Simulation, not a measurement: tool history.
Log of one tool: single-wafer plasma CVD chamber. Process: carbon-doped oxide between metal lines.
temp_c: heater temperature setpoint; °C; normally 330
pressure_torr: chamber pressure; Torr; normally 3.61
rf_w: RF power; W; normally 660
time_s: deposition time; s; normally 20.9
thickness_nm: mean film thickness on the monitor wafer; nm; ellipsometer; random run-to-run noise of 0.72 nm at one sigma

run     day  temp_c  pressure_torr  rf_w  time_s  read-back reference wafer on the same gauge, thickness_nm  thickness_nm
  1   0.000     330           3.22   660    20.9                                                    115.074       128.226
  2   0.450     330           3.61   660    20.9                                                    114.736       130.143
  3   0.838     330           3.61   660    20.9                                                    114.741       130.007
      1.238  -- gauge calibrated
  4   1.325     330           3.61   660    20.9                                                    115.032       129.264
  5   1.646     330           2.96   625    20.9                                                    114.994       125.587
  6   2.171     330           2.96   625    20.9                                                    114.981       125.061
  7   4.225     330           3.61   660    20.9                                                    115.002       130.570
  8   4.554     330           3.61   660    20.9                                                    115.090       130.028
  9   5.117     330           3.30   660    20.9                                                    114.848       129.098
 10   5.550     330           3.30   660    20.9                                                    115.001       128.662
 11   6.429     330           3.61   660    20.9                                                    114.991       129.660
      7.217  -- showerhead replaced
 12   7.238     330           3.61   760    20.9                                                    115.072       136.617
 13   8.325     330           3.61   760    20.9                                                    115.044       135.208
 14   8.871     330           3.61   660    20.9                                                    115.011       129.653
 15   9.433     330           3.61   570    20.9                                                    115.059       123.782
 16  10.429     319           3.61   660    19.4                                                    114.936       124.809
 17  11.079     330           3.11   660    22.2                                                    115.112       134.065
 18  11.404     342           3.61   660    20.9                                                    115.013       125.750
     11.479  -- gauge calibrated
     11.808  -- RF generator calibrated
     12.183  -- thermocouple changed; heater temperature recalibrated
 19  12.204     322           3.61   660    16.9                                                    115.063       107.705
 20  12.229     330           3.11   660    22.2                                                    114.961       135.758
     13.042  -- capacitance manometer re-zeroed and calibrated
 21  13.062     330           3.61   660    20.9                                                    115.074       130.901
 22  13.267     330           4.17   660    20.9                                                    114.972       133.045
 23  13.638     330           3.61   660    20.9                                                    115.143       129.337
 24  14.075     330           3.61   660    20.9                                                    114.999       129.462
 25  14.796     330           3.61   660    20.9                                                    115.033       131.013
 26  15.271     330           3.05   595    22.9                                                    115.040       134.554
 27  15.571     330           3.61   660    18.7                                                    114.810       116.850
 28  16.054     341           4.25   660    19.2                                                    114.985       117.913
 29  16.608     330           3.61   660    20.9                                                    114.814       131.382
 30  18.542     330           3.95   660    24.8                                                    115.085       155.145

What the log doesn't show, run by run:
wafer temperature above the value expected at the setpoint (K): 0 on each run
delivered RF power above the setpoint (%): 0 on each run
true pressure above the setpoint (%): 0 on each run
gauge reads high (%): 0 on each run

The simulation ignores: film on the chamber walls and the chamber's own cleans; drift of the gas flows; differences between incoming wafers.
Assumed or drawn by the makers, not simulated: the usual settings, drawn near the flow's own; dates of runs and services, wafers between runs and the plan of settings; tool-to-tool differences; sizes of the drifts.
